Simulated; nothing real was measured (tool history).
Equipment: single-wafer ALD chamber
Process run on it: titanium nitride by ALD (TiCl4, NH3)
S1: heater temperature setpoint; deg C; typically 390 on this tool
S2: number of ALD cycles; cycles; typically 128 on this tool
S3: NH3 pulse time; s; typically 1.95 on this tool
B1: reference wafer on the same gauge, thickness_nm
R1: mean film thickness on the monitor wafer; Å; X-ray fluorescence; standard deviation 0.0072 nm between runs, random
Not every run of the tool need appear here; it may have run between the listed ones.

run 1 hour=0.0 | S1=378 S2=128 S3=1.95 | B1=2.755 | R1=28.81
run 2 hour=35.4 | S1=378 S2=128 S3=1.95 | B1=2.762 | R1=28.88
-- hour=39.7 gauge calibrated
run 3 hour=51.2 | S1=390 S2=117 S3=1.95 | B1=2.729 | R1=26.32
run 4 hour=85.8 | S1=390 S2=117 S3=1.95 | B1=2.727 | R1=26.44
run 5 hour=110.0 | S1=390 S2=117 S3=1.95 | B1=2.730 | R1=26.40
run 6 hour=143.5 | S1=390 S2=128 S3=2.16 | B1=2.731 | R1=29.00
run 7 hour=155.9 | S1=390 S2=128 S3=1.95 | B1=2.733 | R1=28.98
-- hour=185.8 thermocouple changed; heater temperature recalibrated
run 8 hour=186.3 | S1=390 S2=128 S3=1.95 | B1=2.735 | R1=29.03
run 9 hour=212.3 | S1=390 S2=128 S3=1.95 | B1=2.738 | R1=28.95
run 10 hour=235.8 | S1=390 S2=122 S3=1.95 | B1=2.739 | R1=27.65
run 11 hour=249.0 | S1=385 S2=128 S3=2.30 | B1=2.744 | R1=29.13
run 12 hour=278.4 | S1=402 S2=128 S3=1.95 | B1=2.749 | R1=29.46
run 13 hour=295.1 | S1=390 S2=128 S3=2.16 | B1=2.750 | R1=29.19
-- hour=321.9 showerhead replaced
run 14 hour=322.4 | S1=401 S2=128 S3=1.33 | B1=2.754 | R1=28.70

Forecast run 15:
run 15 hour=336.4 | S1=379 S2=153 S3=2.36 | B1=? | R1=?

B1: 2.758
R1: 34.95 Å
With the hidden condition absent and the run-to-run variation left alone, this run would have shown R1 34.58 Å.

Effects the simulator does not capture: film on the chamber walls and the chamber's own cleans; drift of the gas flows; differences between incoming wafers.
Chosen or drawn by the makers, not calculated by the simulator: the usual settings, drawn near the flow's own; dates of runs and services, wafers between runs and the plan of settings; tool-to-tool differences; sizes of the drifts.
